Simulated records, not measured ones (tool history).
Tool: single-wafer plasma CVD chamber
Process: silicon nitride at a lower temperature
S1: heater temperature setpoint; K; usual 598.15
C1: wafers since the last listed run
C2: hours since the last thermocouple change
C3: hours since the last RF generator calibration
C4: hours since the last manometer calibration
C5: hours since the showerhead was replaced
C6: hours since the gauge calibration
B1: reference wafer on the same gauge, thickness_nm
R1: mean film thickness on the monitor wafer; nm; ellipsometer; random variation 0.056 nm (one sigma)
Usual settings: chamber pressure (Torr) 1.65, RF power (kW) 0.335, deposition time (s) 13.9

{"run": 1, "day": 0.0, "S1": 598.15, "chamber pressure (Torr)": 1.65, "RF power (kW)": 0.335, "deposition time (s)": 15.8, "C1": 0, "C2": 2502.3, "C3": 162.1, "C4": 1122.3, "C5": 3272.5, "C6": 448.7, "B1": 20.202, "R1": 19.404}
{"run": 2, "day": 1.4, "S1": 598.15, "chamber pressure (Torr)": 1.65, "RF power (kW)": 0.335, "deposition time (s)": 15.8, "C1": 1466, "C2": 2535.9, "C3": 195.7, "C4": 1155.9, "C5": 3306.1, "C6": 482.3, "B1": 20.193, "R1": 19.423}
{"run": 3, "day": 2.996, "S1": 598.15, "chamber pressure (Torr)": 1.65, "RF power (kW)": 0.335, "deposition time (s)": 15.8, "C1": 1671, "C2": 2574.2, "C3": 234, "C4": 1194.2, "C5": 3344.4, "C6": 520.6, "B1": 20.194, "R1": 19.337}
{"run": 4, "day": 5.079, "S1": 598.15, "chamber pressure (Torr)": 1.93, "RF power (kW)": 0.335, "deposition time (s)": 13.9, "C1": 2182, "C2": 2624.2, "C3": 284, "C4": 1244.2, "C5": 3394.4, "C6": 570.6, "B1": 20.191, "R1": 17.487}
{"run": 5, "day": 6.229, "S1": 598.15, "chamber pressure (Torr)": 1.93, "RF power (kW)": 0.335, "deposition time (s)": 13.9, "C1": 1204, "C2": 2651.8, "C3": 311.6, "C4": 1271.8, "C5": 3422, "C6": 598.2, "B1": 20.195, "R1": 17.345}
{"run": 6, "day": 8.946, "S1": 598.15, "chamber pressure (Torr)": 1.65, "RF power (kW)": 0.335, "deposition time (s)": 12.2, "C1": 2845, "C2": 2717, "C3": 376.8, "C4": 1337, "C5": 3487.2, "C6": 663.4, "B1": 20.191, "R1": 14.793}
{"run": 7, "day": 10.45, "S1": 598.15, "chamber pressure (Torr)": 1.65, "RF power (kW)": 0.335, "deposition time (s)": 12.2, "C1": 1575, "C2": 2753.1, "C3": 412.9, "C4": 1373.1, "C5": 3523.3, "C6": 699.5, "B1": 20.196, "R1": 14.852}
{"run": 8, "day": 12.746, "S1": 598.15, "chamber pressure (Torr)": 1.65, "RF power (kW)": 0.295, "deposition time (s)": 13.9, "C1": 2404, "C2": 2808.2, "C3": 468, "C4": 1428.2, "C5": 3578.4, "C6": 754.6, "B1": 20.186, "R1": 15.238}
{"run": 9, "day": 14.296, "S1": 598.15, "chamber pressure (Torr)": 1.65, "RF power (kW)": 0.295, "deposition time (s)": 13.9, "C1": 1623, "C2": 2845.4, "C3": 505.2, "C4": 1465.4, "C5": 3615.6, "C6": 791.8, "B1": 20.212, "R1": 15.344}
{"day": 15.642, "done": "thermocouple changed; heater temperature recalibrated"}
{"run": 10, "day": 17.117, "S1": 598.15, "chamber pressure (Torr)": 1.65, "RF power (kW)": 0.295, "deposition time (s)": 13.9, "C1": 2605, "C2": 35.4, "C3": 572.9, "C4": 1533.1, "C5": 3683.3, "C6": 859.5, "B1": 20.199, "R1": 15.167}
{"day": 17.783, "done": "gauge calibrated"}
{"run": 11, "day": 19.204, "S1": 605.15, "chamber pressure (Torr)": 2.05, "RF power (kW)": 0.335, "deposition time (s)": 15.8, "C1": 2186, "C2": 85.5, "C3": 623, "C4": 1583.2, "C5": 3733.4, "C6": 34.1, "B1": 20.202, "R1": 19.822}
{"run": 12, "day": 21.696, "S1": 598.15, "chamber pressure (Torr)": 1.83, "RF power (kW)": 0.35, "deposition time (s)": 13.9, "C1": 2610, "C2": 145.3, "C3": 682.8, "C4": 1643, "C5": 3793.2, "C6": 93.9, "B1": 20.197, "R1": 17.885}
{"run": 13, "day": 23.808, "S1": 598.15, "chamber pressure (Torr)": 1.65, "RF power (kW)": 0.335, "deposition time (s)": 13.9, "C1": 2212, "C2": 196, "C3": 733.5, "C4": 1693.7, "C5": 3843.9, "C6": 144.6, "B1": 20.205, "R1": 16.918}
{"run": 14, "day": 25.65, "S1": 587.15, "chamber pressure (Torr)": 1.47, "RF power (kW)": 0.385, "deposition time (s)": 13.9, "C1": 1929, "C2": 240.2, "C3": 777.7, "C4": 1737.9, "C5": 3888.1, "C6": 188.8, "B1": 20.202, "R1": 18.562}
{"run": 15, "day": 27.754, "S1": 598.15, "chamber pressure (Torr)": 1.83, "RF power (kW)": 0.28, "deposition time (s)": 12.2, "C1": 2204, "C2": 290.7, "C3": 828.2, "C4": 1788.4, "C5": 3938.6, "C6": 239.3, "B1": 20.195, "R1": 12.974}
{"day": 28.267, "done": "capacitance manometer re-zeroed and calibrated"}
{"run": 16, "day": 30.188, "S1": 585.15, "chamber pressure (Torr)": 1.81, "RF power (kW)": 0.29, "deposition time (s)": 16.4, "C1": 2199, "C2": 349.1, "C3": 886.6, "C4": 46.1, "C5": 3997, "C6": 297.7, "B1": 20.207, "R1": 18.182}
{"run": 17, "day": 32.346, "S1": 598.15, "chamber pressure (Torr)": 1.65, "RF power (kW)": 0.335, "deposition time (s)": 15, "C1": 2260, "C2": 400.9, "C3": 938.4, "C4": 97.9, "C5": 4048.8, "C6": 349.5, "B1": 20.206, "R1": 18.485}
{"day": 32.992, "done": "RF generator calibrated"}
{"run": 18, "day": 34.908, "S1": 589.15, "chamber pressure (Torr)": 1.83, "RF power (kW)": 0.315, "deposition time (s)": 12.4, "C1": 2335, "C2": 462.4, "C3": 46, "C4": 159.4, "C5": 4110.3, "C6": 411, "B1": 20.187, "R1": 14.821}
{"run": 19, "day": 37.183, "S1": 589.15, "chamber pressure (Torr)": 1.65, "RF power (kW)": 0.365, "deposition time (s)": 16.4, "C1": 2383, "C2": 517, "C3": 100.6, "C4": 214, "C5": 4164.9, "C6": 465.6, "B1": 20.207, "R1": 21.67}
{"run": 20, "day": 40.108, "S1": 606.15, "chamber pressure (Torr)": 1.65, "RF power (kW)": 0.315, "deposition time (s)": 13.9, "C1": 3063, "C2": 587.2, "C3": 170.8, "C4": 284.2, "C5": 4235.1, "C6": 535.8, "B1": 20.194, "R1": 16.166}
{"day": 40.642, "done": "showerhead replaced"}
{"run": 21, "day": 41.975, "S1": 585.15, "chamber pressure (Torr)": 1.65, "RF power (kW)": 0.3, "deposition time (s)": 13.9, "C1": 1606, "C2": 632, "C3": 215.6, "C4": 329, "C5": 32, "C6": 580.6, "B1": 20.195, "R1": 15.594}
{"run": 22, "day": 43.979, "S1": 598.15, "chamber pressure (Torr)": 1.65, "RF power (kW)": 0.335, "deposition time (s)": 13.9, "C1": 2099, "C2": 680.1, "C3": 263.7, "C4": 377.1, "C5": 80.1, "C6": 628.7, "B1": 20.205, "R1": 17.078}
{"run": 23, "day": 46.579, "S1": 598.15, "chamber pressure (Torr)": 1.86, "RF power (kW)": 0.335, "deposition time (s)": 11.6, "C1": 2723, "C2": 742.5, "C3": 326.1, "C4": 439.5, "C5": 142.5, "C6": 691.1, "B1": 20.203, "R1": 14.611}
{"run": 24, "day": 47.683, "S1": 598.15, "chamber pressure (Torr)": 1.65, "RF power (kW)": 0.335, "deposition time (s)": 13.9, "C1": 1156, "C2": 769, "C3": 352.6, "C4": 466, "C5": 169, "C6": 717.6, "B1": 20.197, "R1": 17.049}
{"run": 25, "day": 49.271, "S1": 609.15, "chamber pressure (Torr)": 1.65, "RF power (kW)": 0.38, "deposition time (s)": 13.9, "C1": 1662, "C2": 807.1, "C3": 390.7, "C4": 504.1, "C5": 207.1, "C6": 755.7, "B1": 20.2, "R1": 18.708}
{"day": 49.321, "done": "gauge calibrated"}
{"run": 26, "day": 51.808, "S1": 593.15, "chamber pressure (Torr)": 1.65, "RF power (kW)": 0.335, "deposition time (s)": 11.9, "C1": 2658, "C2": 868, "C3": 451.6, "C4": 565, "C5": 268, "C6": 59.7, "B1": 20.207, "R1": 14.615}
{"run": 27, "day": 53.467, "S1": 590.15, "chamber pressure (Torr)": 1.51, "RF power (kW)": 0.39, "deposition time (s)": 12.2, "C1": 1737, "C2": 907.8, "C3": 491.4, "C4": 604.8, "C5": 307.8, "C6": 99.5, "B1": 20.192, "R1": 16.697}

Some steps in R1 between neighbouring runs. How much of each would the tool show without its hidden state too (settings, what came in, random variation), and how much is left for the hidden state, with any gauge scatter that isn't in both results?
The hidden state here: wafer temperature above the value expected at the setpoint (K); delivered RF power above the setpoint (%); true pressure above the setpoint (%); gauge reads high (%).
Run 14 -> 15: S1 587.15 -> 598.15, chamber pressure (Torr) 1.47 -> 1.83, RF power (kW) 0.385 -> 0.28, deposition time (s) 13.9 -> 12.2. R1 -5.588 nm: hidden state +0.066, all else -5.654.
Run 15 -> 16: S1 598.15 -> 585.15, chamber pressure (Torr) 1.83 -> 1.81, RF power (kW) 0.28 -> 0.29, deposition time (s) 12.2 -> 16.4, capacitance manometer re-zeroed and calibrated. R1 +5.208 nm: hidden state +0.122, all else +5.086.
Run 18 -> 19: chamber pressure (Torr) 1.83 -> 1.65, RF power (kW) 0.315 -> 0.365, deposition time (s) 12.4 -> 16.4. R1 +6.849 nm: hidden state -0.025, all else +6.874.

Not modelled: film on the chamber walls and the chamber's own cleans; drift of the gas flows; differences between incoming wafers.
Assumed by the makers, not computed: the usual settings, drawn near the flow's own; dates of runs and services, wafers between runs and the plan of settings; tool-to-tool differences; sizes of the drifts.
